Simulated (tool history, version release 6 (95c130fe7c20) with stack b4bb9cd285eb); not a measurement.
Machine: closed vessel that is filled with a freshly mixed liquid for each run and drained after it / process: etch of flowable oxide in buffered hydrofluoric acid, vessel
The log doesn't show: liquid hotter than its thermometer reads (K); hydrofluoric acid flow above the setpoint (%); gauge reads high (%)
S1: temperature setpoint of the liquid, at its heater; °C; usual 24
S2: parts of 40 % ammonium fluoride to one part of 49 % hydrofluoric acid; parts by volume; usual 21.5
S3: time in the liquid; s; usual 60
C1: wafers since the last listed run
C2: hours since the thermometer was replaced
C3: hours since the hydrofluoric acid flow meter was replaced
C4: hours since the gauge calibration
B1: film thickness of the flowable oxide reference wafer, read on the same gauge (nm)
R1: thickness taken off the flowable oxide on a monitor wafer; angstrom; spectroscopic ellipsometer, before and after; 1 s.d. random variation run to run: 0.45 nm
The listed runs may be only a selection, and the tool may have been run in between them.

run    hour    S1    S2  S3    C1      C2      C3      C4      B1      R1
  1       0    24  21.5  60     0  2039.9   989.1  1736.6  150.02   778.1
  2    35.6    24  21.5  60  2904  2075.5  1024.7  1772.2  150.02   785.3
  3    90.2    24  21.5  75  4453  2130.1  1079.3  1826.8  150.05   981.1
  4   116.4    24  21.5  75  2137  2156.3  1105.5    1853  149.96   976.6
  5   162.1    24  21.5  75  3727    2202  1151.2  1898.7  150.03   960.5
  6   225.8    24  21.5  30  5196  2265.7  1214.9  1962.4  149.96   386.4
  7   249.8    24  21.5  30  1957  2289.7  1238.9  1986.4  149.97   389.1
  8   300.5    24  21.5  30  4135  2340.4  1289.6  2037.1  149.95   394.6
  9   355.8    24  21.5  60  4511  2395.7  1344.9  2092.4  150.02   785.3
      387.8  -- thermometer replaced
 10   397.1    24  21.5  60  3287     9.3  1386.2  2133.7     150   775.9
 11   426.6    24  21.5  90  2406    38.8  1415.7  2163.2  149.99  1165.9
 12   482.8    24  21.5  60  4584      95  1471.9  2219.4  150.03   785.1
      543.4  -- gauge calibrated
 13     551    24  21.5  60  5563   163.2  1540.1     7.6  149.94   774.5
 14     603  26.5    29  70  4241   215.2  1592.1    59.6  150.02   856.6
 15     642    21  29.5  45  3181   254.2  1631.1    98.6  150.03     400
 16   697.7    24    18  60  4543   309.9  1686.8   154.3     150     937
 17   746.8    24  21.5  60  4005     359  1735.9   203.4     150   778.4
 18   815.2    24  21.5  60  5579   427.4  1804.3   271.8  150.01   782.1
 19   870.7    24  21.5  60  4527   482.9  1859.8   327.3  149.95   792.5
 20   936.5    21  29.5  45  5367   548.7  1925.6   393.1  149.99   405.8
 21   987.2    24  21.5  60  4135   599.4  1976.3   443.8  149.98   796.6
 22  1049.2  28.5  26.5  60  5057   661.4  2038.3   505.8  150.07   873.1
 23  1088.4    24  14.5  40  3197   700.6  2077.5     545  149.99   780.7
 24  1137.9  19.5    19  50  4037   750.1    2127   594.5  149.99   577.7
     1171.1  -- hydrofluoric acid flow meter replaced
 25  1190.8    29    14  30  4233     803    19.7   647.4  149.97     742
 26  1217.1    24  21.5  60  2145   829.3      46   673.7  150.04   770.7
 27  1261.9  28.5  24.5  40  3654   874.1    90.8   718.5  149.99   596.5
 28  1312.5  26.5    26  35  4127   924.7   141.4   769.1  149.97   451.2
 29  1361.9  20.5  21.5  90  4029   974.1   190.8   818.5  149.96   931.1
 30  1474.4  26.5  21.5  60  9176  1086.6   303.3     931  150.02   878.7
 31  1594.4    24  21.5  60  9788  1206.6   423.3    1051  150.02   767.7
 32  1624.6    24  29.5  60  2463  1236.8   453.5  1081.2  150.01   625.7
 33  1683.6  22.5    28  60  4812  1295.8   512.5  1140.2  149.93   588.8
 34  1717.6  19.5  21.5  60  2773  1329.8   546.5  1174.2  149.99   600.6

What was the tool's hidden state at every run in the log?
liquid hotter than its thermometer reads (K): 0 in every run
gauge reads high (%): 0 in every run
H1: hydrofluoric acid flow above the setpoint (%)
run     H1
  1   3.32
  2   3.42
  3   3.58
  4   3.65
  5   3.78
  6   3.97
  7   4.03
  8   4.18
  9   4.33
 10   4.45
 11   4.54
 12    4.7
 13   4.89
 14   5.04
 15   5.15
 16   5.31
 17   5.45
 18   5.64
 19    5.8
 20   5.98
 21   6.13
 22    6.3
 23   6.42
 24   6.56
 25  0.456
 26  0.531
 27  0.658
 28  0.802
 29  0.942
 30   1.26
 31    1.6
 32   1.69
 33   1.86
 34   1.95

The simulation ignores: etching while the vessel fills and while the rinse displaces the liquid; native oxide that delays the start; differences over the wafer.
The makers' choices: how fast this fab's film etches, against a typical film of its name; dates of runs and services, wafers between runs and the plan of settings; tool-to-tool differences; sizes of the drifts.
